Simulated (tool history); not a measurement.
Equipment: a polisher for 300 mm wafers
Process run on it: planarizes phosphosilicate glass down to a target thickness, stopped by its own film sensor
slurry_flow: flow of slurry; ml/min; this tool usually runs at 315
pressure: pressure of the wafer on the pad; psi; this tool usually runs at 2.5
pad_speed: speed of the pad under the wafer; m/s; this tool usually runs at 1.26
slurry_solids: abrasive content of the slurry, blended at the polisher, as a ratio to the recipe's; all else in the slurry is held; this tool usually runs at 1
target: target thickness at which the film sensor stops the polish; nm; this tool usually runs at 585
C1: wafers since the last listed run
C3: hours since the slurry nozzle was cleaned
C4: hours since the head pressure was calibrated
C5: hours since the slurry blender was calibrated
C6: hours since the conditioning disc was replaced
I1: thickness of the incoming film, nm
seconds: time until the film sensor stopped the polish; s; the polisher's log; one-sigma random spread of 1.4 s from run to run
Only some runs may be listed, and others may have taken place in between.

Run 1, hour 0: usual settings; C1 0; wafers polished on this pad 2083; C3 503.9; C4 572.6; C5 24.9; C6 217.7; I1 1286. Result: seconds 86.5 s.
At hour 38: worn pad replaced by a new one.
At hour 44.2: slurry nozzle cleaned.
Run 2, hour 57.2: usual settings; C1 551; wafers polished on this pad 191; C3 13; C4 629.8; C5 82.1; C6 274.9; I1 1278.1. Result: seconds 90.4 s.
Run 3, hour 105.6: usual settings; C1 511; wafers polished on this pad 702; C3 61.4; C4 678.2; C5 130.5; C6 323.3; I1 1292.7. Result: seconds 91.1 s.
Run 4, hour 189.6: usual settings but pressure 3.1 psi; C1 887; wafers polished on this pad 1590; C3 145.4; C4 762.2; C5 214.5; C6 407.3; I1 1293.7. Result: seconds 78.5 s.
Run 5, hour 246.4: usual settings but pressure 3.1 psi; C1 599; wafers polished on this pad 2190; C3 202.2; C4 819; C5 271.3; C6 464.1; I1 1290.5. Result: seconds 80.8 s.
At hour 284.9: worn pad replaced by a new one.
Run 6, hour 320.8: usual settings but pressure 3.1 psi; C1 743; wafers polished on this pad 378; C3 276.6; C4 893.4; C5 345.7; C6 538.5; I1 1276. Result: seconds 76.6 s.
At hour 331.9: conditioning disc replaced and pad reconditioned.
At hour 348.7: slurry blender recalibrated.
At hour 376.1: head pressure recalibrated.
Run 7, hour 396.5: usual settings but pressure 2.8 psi; C1 736; wafers polished on this pad 1115; C3 352.3; C4 20.4; C5 47.8; C6 64.6; I1 1264.8. Result: seconds 76 s.
Run 8, hour 500.7: usual settings but pressure 2.8 psi; C1 1100; wafers polished on this pad 2215; C3 456.5; C4 124.6; C5 152; C6 168.8; I1 1267.6. Result: seconds 80.8 s.
At hour 505.3: worn pad replaced by a new one.
At hour 510.2: slurry nozzle cleaned.
Run 9, hour 594.3: usual settings but slurry_flow 350 ml/min, pressure 1.8 psi, slurry_solids 1.15, target 679 nm; C1 935; wafers polished on this pad 929; C3 84.1; C4 218.2; C5 245.6; C6 262.4; I1 1274.8. Result: seconds 107 s.
Run 10, hour 676.2: usual settings but target 376 nm; C1 865; wafers polished on this pad 1794; C3 166; C4 300.1; C5 327.5; C6 344.3; I1 1265.9. Result: seconds 121.4 s.
At hour 741.9: worn pad replaced by a new one.
At hour 749.1: slurry blender recalibrated.
Run 11, hour 771: usual settings; C1 937; wafers polished on this pad 285; C3 260.8; C4 394.9; C5 21.9; C6 439.1; I1 1279.5. Result: seconds 83.1 s.
Run 12, hour 866.1: usual settings; C1 1004; wafers polished on this pad 1290; C3 355.9; C4 490; C5 117; C6 534.2; I1 1278.3. Result: seconds 90.5 s.
At hour 902.4: conditioning disc replaced and pad reconditioned.
Run 13, hour 919.4: usual settings; C1 541; wafers polished on this pad 1832; C3 409.2; C4 543.3; C5 170.3; C6 17; I1 1250.5. Result: seconds 86.7 s.
Run 14, hour 956.1: usual settings but slurry_flow 395 ml/min, pressure 2.2 psi, pad_speed 1.04 m/s, slurry_solids 1.2; C1 387; wafers polished on this pad 2219; C3 445.9; C4 580; C5 207; C6 53.7; I1 1293.9. Result: seconds 113 s.
At hour 1000.1: worn pad replaced by a new one.
Run 15, hour 1038.1: usual settings but slurry_flow 370 ml/min, pressure 2 psi; C1 823; wafers polished on this pad 401; C3 527.9; C4 662; C5 289; C6 135.7; I1 1272.2. Result: seconds 113.3 s.
At hour 1050: slurry nozzle cleaned.
At hour 1115.7: slurry blender recalibrated.
Run 16, hour 1145.7: usual settings but slurry_flow 350 ml/min, slurry_solids 1.25; C1 1104; wafers polished on this pad 1505; C3 95.7; C4 769.6; C5 30; C6 243.3; I1 1253.5. Result: seconds 71.6 s.

Forecast each of these 4 alternatives for the next run:
Run A, hour 1146.1: usual settings but slurry_flow 395 ml/min; C1 4; wafers polished on this pad 1510; C3 96.1; C4 770; C5 30.4; C6 243.7; I1 1272.7. Result: seconds ?.
Run B, hour 1146.1: usual settings but slurry_flow 365 ml/min, pressure 3.4 psi; C1 4; wafers polished on this pad 1510; C3 96.1; C4 770; C5 30.4; C6 243.7; I1 1272.7. Result: seconds ?.
Run C, hour 1146.1: usual settings but slurry_flow 240 ml/min, pad_speed 1.5 m/s, slurry_solids 0.75; C1 4; wafers polished on this pad 1510; C3 96.1; C4 770; C5 30.4; C6 243.7; I1 1272.7. Result: seconds ?.
Run D, hour 1146.1: usual settings but slurry_flow 345 ml/min, slurry_solids 1.2, target 752 nm; C1 4; wafers polished on this pad 1510; C3 96.1; C4 770; C5 30.4; C6 243.7; I1 1272.7. Result: seconds ?.

run  seconds
  A     82.5
  B       61
  C     87.5
  D     58.3
Had the tool no hidden state, the same runs would have come out as:
run  seconds
  A     80.3
  B     59.4
  C     84.8
  D     56.9
